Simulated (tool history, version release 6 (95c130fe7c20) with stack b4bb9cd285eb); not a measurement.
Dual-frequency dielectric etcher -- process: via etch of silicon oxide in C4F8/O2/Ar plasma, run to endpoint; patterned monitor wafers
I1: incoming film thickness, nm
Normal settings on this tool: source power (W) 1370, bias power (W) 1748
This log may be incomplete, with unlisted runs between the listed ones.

{"run": 1, "hour": 0.0, "source power (W)": 1370, "bias power (W)": 1748, "I1": 1142.7, "endpoint time (s)": 250.8}
{"run": 2, "hour": 104.7, "source power (W)": 1370, "bias power (W)": 1748, "I1": 1137.4, "endpoint time (s)": 247.3}
{"run": 3, "hour": 232.5, "source power (W)": 1460, "bias power (W)": 1748, "I1": 1121.7, "endpoint time (s)": 243}
{"run": 4, "hour": 313.9, "source power (W)": 1460, "bias power (W)": 1748, "I1": 1121.4, "endpoint time (s)": 240.9}
{"run": 5, "hour": 598.5, "source power (W)": 1370, "bias power (W)": 1748, "I1": 1132.8, "endpoint time (s)": 246.2}
{"run": 6, "hour": 676.2, "source power (W)": 1370, "bias power (W)": 1748, "I1": 1131.8, "endpoint time (s)": 247}
{"run": 7, "hour": 726.1, "source power (W)": 1100, "bias power (W)": 1409, "I1": 1135.9, "endpoint time (s)": 289}
{"run": 8, "hour": 793.1, "source power (W)": 1210, "bias power (W)": 2028, "I1": 1126.8, "endpoint time (s)": 238.9}
{"run": 9, "hour": 868.7, "source power (W)": 1520, "bias power (W)": 1475, "I1": 1126.9, "endpoint time (s)": 262.2}
{"run": 10, "hour": 937.2, "source power (W)": 1090, "bias power (W)": 1450, "I1": 1133, "endpoint time (s)": 288}
{"run": 11, "hour": 1038.5, "source power (W)": 1510, "bias power (W)": 1550, "I1": 1136, "endpoint time (s)": 259.4}
{"run": 12, "hour": 1122.1, "source power (W)": 1370, "bias power (W)": 1748, "I1": 1133, "endpoint time (s)": 247.1}
{"run": 13, "hour": 1222.9, "source power (W)": 1500, "bias power (W)": 1922, "I1": 1142, "endpoint time (s)": 237.3}
{"run": 14, "hour": 1262.7, "source power (W)": 1280, "bias power (W)": 1748, "I1": 1136.1, "endpoint time (s)": 255.2}
{"run": 15, "hour": 1340.7, "source power (W)": 1370, "bias power (W)": 1748, "I1": 1133.6, "endpoint time (s)": 248.5}
{"run": 16, "hour": 1530.4, "source power (W)": 1670, "bias power (W)": 1505, "I1": 1140.2, "endpoint time (s)": 255.9}
{"run": 17, "hour": 1610.3, "source power (W)": 1470, "bias power (W)": 1516, "I1": 1137.7, "endpoint time (s)": 261.3}

Withheld: 6 entries from between the runs. Position of each, and hidden state at the listed run before versus the listed run after:
Runs 2 to 3: wet clean of the chamber (hour 138.2)
  no hidden state differs between the two runs
Runs 5 to 6: wet clean of the chamber (hour 669)
  no hidden state differs between the two runs
Runs 6 to 7: source power generator calibrated (hour 711.7)
  no hidden state differs between the two runs
Runs 8 to 9: bias power generator calibrated (hour 807.7)
  no hidden state differs between the two runs
Runs 9 to 10: upper electrode replaced (hour 936.7)
  no hidden state differs between the two runs
Runs 14 to 15: wet clean of the chamber (hour 1295.1)
  no hidden state differs between the two runs

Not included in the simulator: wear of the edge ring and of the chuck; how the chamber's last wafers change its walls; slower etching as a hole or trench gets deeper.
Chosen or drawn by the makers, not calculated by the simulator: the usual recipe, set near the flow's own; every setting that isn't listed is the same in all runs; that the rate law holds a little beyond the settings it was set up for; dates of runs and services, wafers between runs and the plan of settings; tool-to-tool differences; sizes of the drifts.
